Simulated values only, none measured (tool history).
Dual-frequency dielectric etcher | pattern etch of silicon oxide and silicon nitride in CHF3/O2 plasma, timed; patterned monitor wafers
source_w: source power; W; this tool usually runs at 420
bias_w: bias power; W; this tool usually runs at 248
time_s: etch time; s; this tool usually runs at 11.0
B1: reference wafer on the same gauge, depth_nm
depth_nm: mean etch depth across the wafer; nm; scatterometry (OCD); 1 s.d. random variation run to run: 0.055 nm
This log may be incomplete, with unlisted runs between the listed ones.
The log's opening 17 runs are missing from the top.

{"run": 18, "day": 57.7, "source_w": 420, "bias_w": 209, "time_s": 11.0, "B1": 17.6, "depth_nm": 15.02}
{"run": 19, "day": 60.075, "source_w": 420, "bias_w": 248, "time_s": 11.0, "B1": 17.6, "depth_nm": 15.73}
{"day": 63.75, "done": "wet clean of the chamber"}
{"run": 20, "day": 63.771, "source_w": 420, "bias_w": 248, "time_s": 11.0, "B1": 17.61, "depth_nm": 16.04}
{"run": 21, "day": 65.542, "source_w": 480, "bias_w": 248, "time_s": 8.5, "B1": 17.58, "depth_nm": 12.93}
{"run": 22, "day": 68.604, "source_w": 350, "bias_w": 264, "time_s": 11.0, "B1": 17.61, "depth_nm": 15.35}
{"run": 23, "day": 80.112, "source_w": 380, "bias_w": 210, "time_s": 14.5, "B1": 17.6, "depth_nm": 19.02}
{"run": 24, "day": 83.317, "source_w": 420, "bias_w": 248, "time_s": 9.5, "B1": 17.61, "depth_nm": 13.59}
{"run": 25, "day": 86.792, "source_w": 420, "bias_w": 248, "time_s": 11.0, "B1": 17.59, "depth_nm": 15.67}
{"run": 26, "day": 88.683, "source_w": 340, "bias_w": 277, "time_s": 13.5, "B1": 17.6, "depth_nm": 18.65}
{"day": 91.667, "done": "wet clean of the chamber"}
{"run": 27, "day": 91.838, "source_w": 500, "bias_w": 210, "time_s": 12.5, "B1": 17.6, "depth_nm": 18.3}
{"run": 28, "day": 95.4, "source_w": 380, "bias_w": 248, "time_s": 9.5, "B1": 17.59, "depth_nm": 13.28}
{"run": 29, "day": 98.2, "source_w": 420, "bias_w": 248, "time_s": 11.0, "B1": 17.6, "depth_nm": 15.9}
{"run": 30, "day": 99.888, "source_w": 450, "bias_w": 191, "time_s": 8.5, "B1": 17.61, "depth_nm": 11.56}

What if the next run were any one of these 3? Each begins from the tool's condition after run 30:
{"run": "A", "day": 99.904, "source_w": 420, "bias_w": 187, "time_s": 11.0, "B1": "?", "depth_nm": "?"}
{"run": "B", "day": 99.904, "source_w": 420, "bias_w": 216, "time_s": 8.0, "B1": "?", "depth_nm": "?"}
{"run": "C", "day": 99.904, "source_w": 420, "bias_w": 230, "time_s": 8.5, "B1": "?", "depth_nm": "?"}

run=A B1=17.58 depth_nm=14.46
run=B B1=17.58 depth_nm=11.01
run=C B1=17.58 depth_nm=11.94
Without the tool's unlogged condition, the same runs would have read:
run=A depth_nm=14.67
run=B depth_nm=11.17
run=C depth_nm=12.12

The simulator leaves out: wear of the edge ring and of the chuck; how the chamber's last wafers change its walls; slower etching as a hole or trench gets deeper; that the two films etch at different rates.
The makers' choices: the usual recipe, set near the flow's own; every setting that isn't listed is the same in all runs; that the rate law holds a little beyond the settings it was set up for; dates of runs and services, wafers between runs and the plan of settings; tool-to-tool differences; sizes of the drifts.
